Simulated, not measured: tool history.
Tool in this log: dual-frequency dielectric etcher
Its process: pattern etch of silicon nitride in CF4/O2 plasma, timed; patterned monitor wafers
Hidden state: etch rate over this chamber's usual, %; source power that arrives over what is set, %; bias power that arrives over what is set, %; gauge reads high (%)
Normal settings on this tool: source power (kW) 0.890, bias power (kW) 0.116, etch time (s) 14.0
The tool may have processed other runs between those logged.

run,day,source power (kW),bias power (kW),etch time (s),wafers since the last listed run,hours since the last wet clean,hours since the last source power generator calibration,hours since the last bias power generator calibration,hours since the last upper electrode change,hours since the gauge calibration,"read-back reference wafer on the same gauge, depth_nm",mean etch depth across the wafer (Å)
1,0.000,0.890,0.116,14.0,0,358.3,2662.2,2685.5,2045.7,720.0,42.29,393.7
2,0.546,0.890,0.116,14.0,182,371.4,2675.3,2698.6,2058.8,733.1,42.28,393.6
# day 4.262: wet clean of the chamber
3,4.283,0.890,0.116,14.0,913,0.5,2765.0,2788.3,2148.5,822.8,42.33,386.8
4,5.225,0.890,0.116,14.0,314,23.1,2787.6,2810.9,2171.1,845.4,42.32,385.8
5,6.067,0.890,0.116,14.0,280,43.3,2807.8,2831.1,2191.3,865.6,42.31,387.2
6,7.196,0.890,0.116,14.0,376,70.4,2834.9,2858.2,2218.4,892.7,42.29,384.6
7,8.258,0.890,0.116,14.0,354,95.9,2860.4,2883.7,2243.9,918.2,42.28,384.9
8,10.538,0.890,0.116,14.0,760,150.6,2915.1,2938.4,2298.6,972.9,42.29,384.0
9,11.279,0.890,0.116,14.0,247,168.4,2932.9,2956.2,2316.4,990.7,42.27,383.5
# day 12.629: wet clean of the chamber, repeated, since the last time left the tool worse
# day 12.750: upper electrode replaced
10,12.771,0.890,0.116,14.0,123,3.4,2968.7,2992.0,0.5,1026.5,42.27,402.0
11,13.767,0.890,0.116,11.5,332,27.3,2992.6,3015.9,24.4,1050.4,42.31,328.5
12,14.500,0.890,0.116,14.0,244,44.9,3010.2,3033.5,42.0,1068.0,42.32,398.8
# day 15.412: source power generator calibrated
# day 15.658: bias power generator calibrated
13,15.679,0.890,0.116,14.0,282,73.2,6.4,0.5,70.3,1096.3,42.30,398.7
14,16.346,0.890,0.094,16.0,222,89.2,22.4,16.5,86.3,1112.3,42.30,437.0
15,17.342,0.710,0.107,10.5,332,113.1,46.3,40.4,110.2,1136.2,42.28,230.0
16,18.838,0.890,0.116,14.0,499,149.0,82.2,76.3,146.1,1172.1,42.30,397.9
# day 18.908: gauge calibrated
17,19.975,0.890,0.131,14.0,379,176.3,109.5,103.6,173.4,25.6,42.31,408.4
18,20.779,0.890,0.105,17.0,268,195.6,128.8,122.9,192.7,44.9,42.28,472.3
19,21.821,1.010,0.090,12.5,347,220.6,153.8,147.9,217.7,69.9,42.30,384.7
20,22.400,1.090,0.116,14.0,193,234.5,167.7,161.8,231.6,83.8,42.29,489.3
21,23.679,0.890,0.116,12.5,426,265.2,198.4,192.5,262.3,114.5,42.34,354.7
22,24.662,0.890,0.116,14.0,328,288.8,222.0,216.1,285.9,138.1,42.33,396.1
23,25.396,1.060,0.116,17.5,244,306.4,239.6,233.7,303.5,155.7,42.26,596.5
24,26.525,0.890,0.139,14.0,376,333.5,266.7,260.8,330.6,182.8,42.30,412.1
25,27.192,0.890,0.116,14.0,222,349.5,282.7,276.8,346.6,198.8,42.33,394.9
26,28.067,0.890,0.116,14.0,291,370.5,303.7,297.8,367.6,219.8,42.34,394.3
27,28.954,0.890,0.133,11.0,296,391.8,325.0,319.1,388.9,241.1,42.32,318.0
28,29.938,1.070,0.133,11.0,328,415.4,348.6,342.7,412.5,264.7,42.30,388.0
29,30.633,0.760,0.127,11.0,232,432.1,365.3,359.4,429.2,281.4,42.29,266.3

Predict each of these 5 candidate next runs independently; none follows another, all start after run 29:
A,30.650,0.890,0.116,14.0,5,432.5,365.7,359.8,429.6,281.8,?,?
B,30.650,0.890,0.116,11.0,5,432.5,365.7,359.8,429.6,281.8,?,?
C,30.650,0.890,0.104,16.0,5,432.5,365.7,359.8,429.6,281.8,?,?
D,30.650,0.690,0.116,14.0,5,432.5,365.7,359.8,429.6,281.8,?,?
E,30.650,0.890,0.116,10.5,5,432.5,365.7,359.8,429.6,281.8,?,?

run,"read-back reference wafer on the same gauge, depth_nm",mean etch depth across the wafer (Å)
A,42.30,393.1
B,42.30,308.8
C,42.30,439.0
D,42.30,297.6
E,42.30,294.8
What these runs would have given with no unlogged condition in the tool:
run,mean etch depth across the wafer (Å)
A,399.5
B,313.9
C,446.1
D,302.4
E,299.6
